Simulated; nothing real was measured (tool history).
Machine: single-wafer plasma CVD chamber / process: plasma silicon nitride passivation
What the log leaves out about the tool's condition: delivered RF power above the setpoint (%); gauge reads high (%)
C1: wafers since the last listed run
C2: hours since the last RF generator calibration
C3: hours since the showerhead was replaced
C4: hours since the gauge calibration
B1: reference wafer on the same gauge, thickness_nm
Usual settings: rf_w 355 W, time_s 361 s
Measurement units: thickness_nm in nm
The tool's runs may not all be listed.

run 1 day=0.000 | rf_w=355 time_s=361 | C1=0 C2=741.5 C3=6718.8 C4=367.4 | B1=494.425 | thickness_nm=473.619
run 2 day=0.933 | rf_w=355 time_s=317 | C1=68 C2=763.9 C3=6741.2 C4=389.8 | B1=495.560 | thickness_nm=416.837
run 3 day=1.450 | rf_w=355 time_s=317 | C1=37 C2=776.3 C3=6753.6 C4=402.2 | B1=496.011 | thickness_nm=417.303
run 4 day=2.512 | rf_w=355 time_s=317 | C1=77 C2=801.8 C3=6779.1 C4=427.7 | B1=494.886 | thickness_nm=419.662
run 5 day=5.025 | rf_w=355 time_s=401 | C1=183 C2=862.1 C3=6839.4 C4=488.0 | B1=494.665 | thickness_nm=524.071
run 6 day=6.033 | rf_w=355 time_s=396 | C1=73 C2=886.3 C3=6863.6 C4=512.2 | B1=495.774 | thickness_nm=518.621
run 7 day=7.208 | rf_w=355 time_s=396 | C1=86 C2=914.5 C3=6891.8 C4=540.4 | B1=493.676 | thickness_nm=520.519
run 8 day=8.417 | rf_w=355 time_s=396 | C1=88 C2=943.5 C3=6920.8 C4=569.4 | B1=494.970 | thickness_nm=521.945
run 9 day=9.371 | rf_w=355 time_s=361 | C1=69 C2=966.4 C3=6943.7 C4=592.3 | B1=495.101 | thickness_nm=472.369
run 10 day=10.533 | rf_w=355 time_s=361 | C1=85 C2=994.3 C3=6971.6 C4=620.2 | B1=495.492 | thickness_nm=476.837
run 11 day=11.508 | rf_w=355 time_s=361 | C1=71 C2=1017.7 C3=6995.0 C4=643.6 | B1=495.191 | thickness_nm=471.350
run 12 day=12.779 | rf_w=355 time_s=361 | C1=93 C2=1048.2 C3=7025.5 C4=674.1 | B1=495.864 | thickness_nm=469.535
run 13 day=13.512 | rf_w=355 time_s=361 | C1=53 C2=1065.8 C3=7043.1 C4=691.7 | B1=495.091 | thickness_nm=475.958
run 14 day=14.396 | rf_w=335 time_s=361 | C1=64 C2=1087.0 C3=7064.3 C4=712.9 | B1=495.942 | thickness_nm=458.558
run 15 day=15.396 | rf_w=335 time_s=361 | C1=73 C2=1111.0 C3=7088.3 C4=736.9 | B1=494.284 | thickness_nm=458.732
run 16 day=16.588 | rf_w=335 time_s=361 | C1=87 C2=1139.6 C3=7116.9 C4=765.5 | B1=495.851 | thickness_nm=459.344
run 17 day=17.500 | rf_w=355 time_s=361 | C1=66 C2=1161.5 C3=7138.8 C4=787.4 | B1=495.043 | thickness_nm=471.356
run 18 day=18.221 | rf_w=355 time_s=361 | C1=52 C2=1178.8 C3=7156.1 C4=804.7 | B1=495.163 | thickness_nm=473.192
run 19 day=19.396 | rf_w=300 time_s=361 | C1=86 C2=1207.0 C3=7184.3 C4=832.9 | B1=495.611 | thickness_nm=437.057
-- day=19.758 RF generator calibrated
run 20 day=20.450 | rf_w=300 time_s=361 | C1=52 C2=16.6 C3=7209.6 C4=858.2 | B1=496.198 | thickness_nm=430.859
run 21 day=21.129 | rf_w=355 time_s=361 | C1=49 C2=32.9 C3=7225.9 C4=874.5 | B1=493.968 | thickness_nm=465.729
-- day=21.262 gauge calibrated
run 22 day=25.304 | rf_w=355 time_s=361 | C1=305 C2=133.1 C3=7326.1 C4=97.0 | B1=495.152 | thickness_nm=460.149
run 23 day=26.300 | rf_w=390 time_s=330 | C1=72 C2=157.0 C3=7350.0 C4=120.9 | B1=494.861 | thickness_nm=435.655
run 24 day=27.329 | rf_w=355 time_s=361 | C1=75 C2=181.7 C3=7374.7 C4=145.6 | B1=494.882 | thickness_nm=457.746
run 25 day=28.767 | rf_w=330 time_s=334 | C1=105 C2=216.2 C3=7409.2 C4=180.1 | B1=494.126 | thickness_nm=417.234
run 26 day=29.888 | rf_w=420 time_s=338 | C1=82 C2=243.1 C3=7436.1 C4=207.0 | B1=494.118 | thickness_nm=465.878
-- day=30.450 RF generator calibrated, repeated, since the last time left the tool worse
run 27 day=33.646 | rf_w=425 time_s=407 | C1=250 C2=76.7 C3=7526.3 C4=297.2 | B1=495.020 | thickness_nm=583.528
run 28 day=34.879 | rf_w=355 time_s=361 | C1=90 C2=106.3 C3=7555.9 C4=326.8 | B1=496.057 | thickness_nm=484.666
run 29 day=35.521 | rf_w=390 time_s=301 | C1=46 C2=121.7 C3=7571.3 C4=342.2 | B1=496.450 | thickness_nm=418.729
run 30 day=36.821 | rf_w=420 time_s=401 | C1=95 C2=152.9 C3=7602.5 C4=373.4 | B1=495.081 | thickness_nm=571.174
run 31 day=37.675 | rf_w=285 time_s=309 | C1=62 C2=173.4 C3=7623.0 C4=393.9 | B1=496.043 | thickness_nm=372.727
run 32 day=38.546 | rf_w=420 time_s=432 | C1=63 C2=194.3 C3=7643.9 C4=414.8 | B1=495.265 | thickness_nm=613.745
run 33 day=39.583 | rf_w=295 time_s=331 | C1=75 C2=219.2 C3=7668.8 C4=439.7 | B1=494.518 | thickness_nm=405.317
run 34 day=40.496 | rf_w=355 time_s=333 | C1=66 C2=241.1 C3=7690.7 C4=461.6 | B1=495.265 | thickness_nm=440.650
run 35 day=41.417 | rf_w=355 time_s=361 | C1=67 C2=263.2 C3=7712.8 C4=483.7 | B1=494.208 | thickness_nm=484.310
-- day=42.417 showerhead replaced
run 36 day=44.017 | rf_w=300 time_s=330 | C1=165 C2=325.6 C3=38.4 C4=546.1 | B1=494.839 | thickness_nm=412.108
run 37 day=44.854 | rf_w=315 time_s=419 | C1=61 C2=345.7 C3=58.5 C4=566.2 | B1=495.628 | thickness_nm=530.196
run 38 day=46.129 | rf_w=380 time_s=403 | C1=93 C2=376.3 C3=89.1 C4=596.8 | B1=495.671 | thickness_nm=551.777
run 39 day=46.704 | rf_w=355 time_s=361 | C1=42 C2=390.1 C3=102.9 C4=610.6 | B1=493.825 | thickness_nm=480.216
run 40 day=48.138 | rf_w=300 time_s=323 | C1=104 C2=424.5 C3=137.3 C4=645.0 | B1=495.153 | thickness_nm=399.050
run 41 day=49.533 | rf_w=315 time_s=382 | C1=102 C2=458.0 C3=170.8 C4=678.5 | B1=495.984 | thickness_nm=478.642
run 42 day=50.112 | rf_w=355 time_s=361 | C1=42 C2=471.9 C3=184.7 C4=692.4 | B1=493.174 | thickness_nm=479.410
run 43 day=51.333 | rf_w=375 time_s=361 | C1=89 C2=501.2 C3=214.0 C4=721.7 | B1=493.872 | thickness_nm=486.860
run 44 day=53.933 | rf_w=285 time_s=407 | C1=190 C2=563.6 C3=276.4 C4=784.1 | B1=495.534 | thickness_nm=489.530
run 45 day=54.917 | rf_w=355 time_s=361 | C1=71 C2=587.2 C3=300.0 C4=807.7 | B1=495.577 | thickness_nm=475.256

List, for all runs, the conditions of the tool that the log does not record:
gauge reads high (%): 0 at every run
H1: delivered RF power above the setpoint (%)
run=1 H1=-3.29
run=2 H1=-3.39
run=3 H1=-3.44
run=4 H1=-3.55
run=5 H1=-3.81
run=6 H1=-3.92
run=7 H1=-4.04
run=8 H1=-4.16
run=9 H1=-4.26
run=10 H1=-4.38
run=11 H1=-4.48
run=12 H1=-4.61
run=13 H1=-4.69
run=14 H1=-4.78
run=15 H1=-4.89
run=16 H1=-5.01
run=17 H1=-5.1
run=18 H1=-5.18
run=19 H1=-5.3
run=20 H1=-9.37
run=21 H1=-9.44
run=22 H1=-9.88
run=23 H1=-9.98
run=24 H1=-10.1
run=25 H1=-10.2
run=26 H1=-10.4
run=27 H1=-0.639
run=28 H1=-0.767
run=29 H1=-0.833
run=30 H1=-0.968
run=31 H1=-1.06
run=32 H1=-1.15
run=33 H1=-1.25
run=34 H1=-1.35
run=35 H1=-1.44
run=36 H1=-1.71
run=37 H1=-1.8
run=38 H1=-1.93
run=39 H1=-1.99
run=40 H1=-2.14
run=41 H1=-2.28
run=42 H1=-2.34
run=43 H1=-2.47
run=44 H1=-2.74
run=45 H1=-2.84
